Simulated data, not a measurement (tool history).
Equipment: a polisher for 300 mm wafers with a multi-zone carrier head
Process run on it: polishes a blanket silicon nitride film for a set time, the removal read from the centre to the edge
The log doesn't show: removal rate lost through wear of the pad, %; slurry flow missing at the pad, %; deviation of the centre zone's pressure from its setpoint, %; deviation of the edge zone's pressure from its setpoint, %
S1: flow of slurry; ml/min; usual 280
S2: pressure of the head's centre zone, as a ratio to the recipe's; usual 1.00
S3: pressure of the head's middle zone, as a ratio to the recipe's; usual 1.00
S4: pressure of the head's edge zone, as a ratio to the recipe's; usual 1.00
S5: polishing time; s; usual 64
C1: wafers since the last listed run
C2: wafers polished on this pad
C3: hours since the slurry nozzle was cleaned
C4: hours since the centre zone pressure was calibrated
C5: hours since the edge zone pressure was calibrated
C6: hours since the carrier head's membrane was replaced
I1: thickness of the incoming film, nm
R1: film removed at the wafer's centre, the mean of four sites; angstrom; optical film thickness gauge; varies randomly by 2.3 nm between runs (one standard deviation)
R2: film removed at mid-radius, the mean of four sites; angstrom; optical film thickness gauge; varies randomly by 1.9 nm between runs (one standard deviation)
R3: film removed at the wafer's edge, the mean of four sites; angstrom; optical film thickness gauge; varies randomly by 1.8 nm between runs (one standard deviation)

Run 1, hour 0.0: usual settings; C1 0; C2 2626; C3 434.7; C4 33.3; C5 1180.6; C6 562.1; I1 390.6. Result: R1 1631 angstrom, R2 1612 angstrom, R3 1655 angstrom.
At hour 86.3: edge zone pressure recalibrated.
Run 2, hour 89.0: usual settings; C1 894; C2 3520; C3 523.7; C4 122.3; C5 2.7; C6 651.1; I1 387.6. Result: R1 1597 angstrom, R2 1625 angstrom, R3 1618 angstrom.
At hour 126.8: worn pad replaced by a new one.
Run 3, hour 187.5: usual settings; C1 971; C2 623; C3 622.2; C4 220.8; C5 101.2; C6 749.6; I1 395.9. Result: R1 1527 angstrom, R2 1613 angstrom, R3 1648 angstrom.
At hour 243.2: carrier head's membrane replaced by a new one.
Run 4, hour 287.4: usual settings; C1 975; C2 1598; C3 722.1; C4 320.7; C5 201.1; C6 44.2; I1 387.5. Result: R1 1488 angstrom, R2 1600 angstrom, R3 1660 angstrom.
At hour 341.8: slurry nozzle cleaned.
Run 5, hour 361.6: usual settings; C1 752; C2 2351; C3 19.8; C4 394.9; C5 275.3; C6 118.4; I1 392.3. Result: R1 1531 angstrom, R2 1623 angstrom, R3 1634 angstrom.
Run 6, hour 408.9: usual settings; C1 486; C2 2837; C3 67.1; C4 442.2; C5 322.6; C6 165.7; I1 384.5. Result: R1 1434 angstrom, R2 1621 angstrom, R3 1657 angstrom.
Run 7, hour 446.6: usual settings; C1 387; C2 3224; C3 104.8; C4 479.9; C5 360.3; C6 203.4; I1 392.8. Result: R1 1434 angstrom, R2 1608 angstrom, R3 1643 angstrom.
At hour 534.3: centre zone pressure recalibrated.
Run 8, hour 540.6: usual settings but S3 0.96; C1 945; C2 4169; C3 198.8; C4 6.3; C5 454.3; C6 297.4; I1 391.8. Result: R1 1537 angstrom, R2 1572 angstrom, R3 1624 angstrom.
At hour 599.8: worn pad replaced by a new one.
Run 9, hour 601.4: usual settings; C1 583; C2 16; C3 259.6; C4 67.1; C5 515.1; C6 358.2; I1 386.8. Result: R1 1548 angstrom, R2 1635 angstrom, R3 1662 angstrom.
Run 10, hour 681.3: usual settings but S1 355 ml/min, S5 70 s; C1 821; C2 837; C3 339.5; C4 147.0; C5 595.0; C6 438.1; I1 395.6. Result: R1 1692 angstrom, R2 1819 angstrom, R3 1848 angstrom.
Run 11, hour 732.6: usual settings but S1 195 ml/min, S3 0.89, S4 1.04, S5 43 s; C1 527; C2 1364; C3 390.8; C4 198.3; C5 646.3; C6 489.4; I1 385.6. Result: R1 954 angstrom, R2 994 angstrom, R3 1072 angstrom.
Run 12, hour 822.2: usual settings but S3 1.12; C1 920; C2 2285; C3 480.4; C4 287.9; C5 735.9; C6 579.0; I1 394.7. Result: R1 1532 angstrom, R2 1703 angstrom, R3 1659 angstrom.
At hour 972.2: worn pad replaced by a new one.
At hour 985.1: carrier head's membrane replaced by a new one.
At hour 1046.8: centre zone pressure recalibrated.
Run 13, hour 1085.4: usual settings; C1 2591; C2 1091; C3 743.6; C4 38.6; C5 999.1; C6 100.3; I1 391.8. Result: R1 1576 angstrom, R2 1591 angstrom, R3 1646 angstrom.
At hour 1171.8: slurry nozzle cleaned.
Run 14, hour 1178.6: usual settings; C1 947; C2 2038; C3 6.8; C4 131.8; C5 1092.3; C6 193.5; I1 391.7. Result: R1 1579 angstrom, R2 1581 angstrom, R3 1670 angstrom.
Run 15, hour 1279.6: usual settings but S2 0.90, S5 53 s; C1 1037; C2 3076; C3 107.8; C4 232.8; C5 1193.3; C6 294.5; I1 387.0. Result: R1 1119 angstrom, R2 1302 angstrom, R3 1354 angstrom.
At hour 1329.8: edge zone pressure recalibrated.
At hour 1376.1: worn pad replaced by a new one.
Run 16, hour 1376.4: usual settings but S2 0.97; C1 933; C2 3; C3 204.6; C4 329.6; C5 46.6; C6 391.3; I1 390.6. Result: R1 1449 angstrom, R2 1595 angstrom, R3 1625 angstrom.
Run 17, hour 1474.4: usual settings but S2 1.06; C1 1007; C2 1010; C3 302.6; C4 427.6; C5 144.6; C6 489.3; I1 395.9. Result: R1 1477 angstrom, R2 1603 angstrom, R3 1613 angstrom.
Run 18, hour 1512.2: usual settings; C1 388; C2 1398; C3 340.4; C4 465.4; C5 182.4; C6 527.1; I1 388.7. Result: R1 1452 angstrom, R2 1619 angstrom, R3 1661 angstrom.
Run 19, hour 1577.3: usual settings; C1 668; C2 2067; C3 405.5; C4 530.5; C5 247.5; C6 592.2; I1 397.7. Result: R1 1360 angstrom, R2 1622 angstrom, R3 1627 angstrom.
At hour 1655.3: centre zone pressure recalibrated.
At hour 1669.2: carrier head's membrane replaced by a new one.
At hour 1813.6: worn pad replaced by a new one.
Run 20, hour 1854.2: usual settings but S1 330 ml/min, S2 1.10, S3 1.06, S4 0.90; C1 2732; C2 417; C3 682.4; C4 198.9; C5 524.4; C6 185.0; I1 389.3. Result: R1 1674 angstrom, R2 1688 angstrom, R3 1573 angstrom.
At hour 1877.7: slurry nozzle cleaned.
Run 21, hour 1936.3: usual settings but S1 255 ml/min, S2 1.05; C1 833; C2 1251; C3 58.6; C4 281.0; C5 606.5; C6 267.1; I1 397.7. Result: R1 1555 angstrom, R2 1568 angstrom, R3 1660 angstrom.
Run 22, hour 2022.4: usual settings; C1 884; C2 2135; C3 144.7; C4 367.1; C5 692.6; C6 353.2; I1 392.1. Result: R1 1445 angstrom, R2 1641 angstrom, R3 1674 angstrom.

Hidden condition of the tool, last listed run before each entry between runs versus first listed run after:
From run 1 to run 2: edge zone pressure recalibrated (hour 86.3)
  deviation of the centre zone's pressure from its setpoint, %: 0.857 -> -1.16
  measured value less the no-hidden-state value, R1: +14 -> -18 angstrom
From run 2 to run 3: worn pad replaced by a new one (hour 126.8)
  deviation of the centre zone's pressure from its setpoint, %: -1.16 -> -3.39
  measured value less the no-hidden-state value, R1: -18 -> -54 angstrom
From run 3 to run 4: carrier head's membrane replaced by a new one (hour 243.2)
  deviation of the centre zone's pressure from its setpoint, %: -3.39 -> -5.65
  measured value less the no-hidden-state value, R1: -54 -> -90 angstrom
From run 4 to run 5: slurry nozzle cleaned (hour 341.8)
  deviation of the centre zone's pressure from its setpoint, %: -5.65 -> -7.32
  measured value less the no-hidden-state value, R1: -90 -> -122 angstrom
From run 7 to run 8: centre zone pressure recalibrated (hour 534.3)
  deviation of the centre zone's pressure from its setpoint, %: -9.25 -> -1.03
  measured value less the no-hidden-state value, R1: -147 -> -16 angstrom
From run 8 to run 9: worn pad replaced by a new one (hour 599.8)
  deviation of the centre zone's pressure from its setpoint, %: -1.03 -> -2.41
  measured value less the no-hidden-state value, R1: -16 -> -38 angstrom
From run 12 to run 13: worn pad replaced by a new one (hour 972.2); carrier head's membrane replaced by a new one (hour 985.1); centre zone pressure recalibrated (hour 1046.8)
  deviation of the centre zone's pressure from its setpoint, %: -7.4 -> -1.56
  measured value less the no-hidden-state value, R1: -124 -> -25 angstrom
From run 13 to run 14: slurry nozzle cleaned (hour 1171.8)
  deviation of the centre zone's pressure from its setpoint, %: -1.56 -> -3.67
  measured value less the no-hidden-state value, R1: -25 -> -61 angstrom
From run 15 to run 16: edge zone pressure recalibrated (hour 1329.8); worn pad replaced by a new one (hour 1376.1)
  deviation of the centre zone's pressure from its setpoint, %: -5.95 -> -8.14
  measured value less the no-hidden-state value, R1: -72 -> -130 angstrom
From run 19 to run 20: centre zone pressure recalibrated (hour 1655.3); carrier head's membrane replaced by a new one (hour 1669.2); worn pad replaced by a new one (hour 1813.6)
  deviation of the centre zone's pressure from its setpoint, %: -12.7 -> -4.94
  measured value less the no-hidden-state value, R1: -200 -> -87 angstrom
From run 20 to run 21: slurry nozzle cleaned (hour 1877.7)
  deviation of the centre zone's pressure from its setpoint, %: -4.94 -> -6.79
  measured value less the no-hidden-state value, R1: -87 -> -113 angstrom
